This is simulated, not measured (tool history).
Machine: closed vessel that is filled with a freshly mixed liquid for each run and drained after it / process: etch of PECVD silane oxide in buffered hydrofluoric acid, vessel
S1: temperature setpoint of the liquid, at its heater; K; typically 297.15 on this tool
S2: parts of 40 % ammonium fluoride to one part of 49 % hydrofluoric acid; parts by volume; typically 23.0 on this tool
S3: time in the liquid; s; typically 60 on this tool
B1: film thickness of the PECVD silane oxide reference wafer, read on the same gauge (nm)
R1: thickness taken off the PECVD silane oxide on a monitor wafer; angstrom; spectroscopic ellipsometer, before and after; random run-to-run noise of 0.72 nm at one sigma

{"run": 1, "day": 0.0, "S1": 295.15, "S2": 23.0, "S3": 50, "B1": 60.04, "R1": 675.0}
{"run": 2, "day": 2.496, "S1": 295.15, "S2": 23.0, "S3": 50, "B1": 60.0, "R1": 673.6}
{"run": 3, "day": 3.104, "S1": 295.15, "S2": 23.0, "S3": 50, "B1": 60.0, "R1": 665.4}
{"run": 4, "day": 4.05, "S1": 297.15, "S2": 23.0, "S3": 60, "B1": 59.99, "R1": 904.1}
{"run": 5, "day": 4.85, "S1": 297.15, "S2": 23.0, "S3": 60, "B1": 59.98, "R1": 905.2}
{"run": 6, "day": 6.304, "S1": 297.15, "S2": 23.0, "S3": 60, "B1": 59.97, "R1": 908.2}
{"run": 7, "day": 7.017, "S1": 297.15, "S2": 23.0, "S3": 60, "B1": 59.94, "R1": 899.6}
{"day": 8.079, "done": "hydrofluoric acid flow meter replaced"}
{"run": 8, "day": 8.133, "S1": 297.15, "S2": 23.0, "S3": 60, "B1": 60.01, "R1": 897.9}
{"run": 9, "day": 9.533, "S1": 297.15, "S2": 23.0, "S3": 35, "B1": 60.0, "R1": 530.0}
{"run": 10, "day": 10.646, "S1": 297.15, "S2": 23.0, "S3": 70, "B1": 60.04, "R1": 1064.6}
{"run": 11, "day": 12.008, "S1": 301.15, "S2": 19.5, "S3": 90, "B1": 60.0, "R1": 1895.5}
{"run": 12, "day": 13.429, "S1": 297.15, "S2": 23.0, "S3": 60, "B1": 60.0, "R1": 900.5}
{"day": 14.096, "done": "gauge calibrated"}
{"run": 13, "day": 14.517, "S1": 292.15, "S2": 30.0, "S3": 80, "B1": 60.02, "R1": 751.9}
{"day": 15.025, "done": "thermometer replaced"}
{"run": 14, "day": 15.746, "S1": 297.15, "S2": 23.0, "S3": 60, "B1": 60.06, "R1": 904.2}
{"run": 15, "day": 16.729, "S1": 297.15, "S2": 15.0, "S3": 60, "B1": 60.01, "R1": 1316.4}
{"run": 16, "day": 17.446, "S1": 297.15, "S2": 23.0, "S3": 60, "B1": 60.03, "R1": 906.2}
{"run": 17, "day": 18.908, "S1": 297.15, "S2": 23.0, "S3": 30, "B1": 60.01, "R1": 450.0}
{"run": 18, "day": 20.104, "S1": 297.15, "S2": 28.0, "S3": 95, "B1": 60.01, "R1": 1264.8}

4 options for the next run, each taken on its own from the tool as it stands now. Forecast them:
{"run": "A", "day": 20.133, "S1": 297.15, "S2": 23.0, "S3": 60, "B1": "?", "R1": "?"}
{"run": "B", "day": 20.133, "S1": 292.65, "S2": 30.0, "S3": 60, "B1": "?", "R1": "?"}
{"run": "C", "day": 20.133, "S1": 297.15, "S2": 23.0, "S3": 95, "B1": "?", "R1": "?"}
{"run": "D", "day": 20.133, "S1": 297.15, "S2": 19.5, "S3": 90, "B1": "?", "R1": "?"}

run=A B1=60.01 R1=891.7
run=B B1=60.01 R1=577.8
run=C B1=60.01 R1=1411.9
run=D B1=60.01 R1=1509.8
Stripped of hidden state, with their random variation kept, the same runs would have yielded:
run=A R1=891.7
run=B R1=577.8
run=C R1=1411.9
run=D R1=1509.8
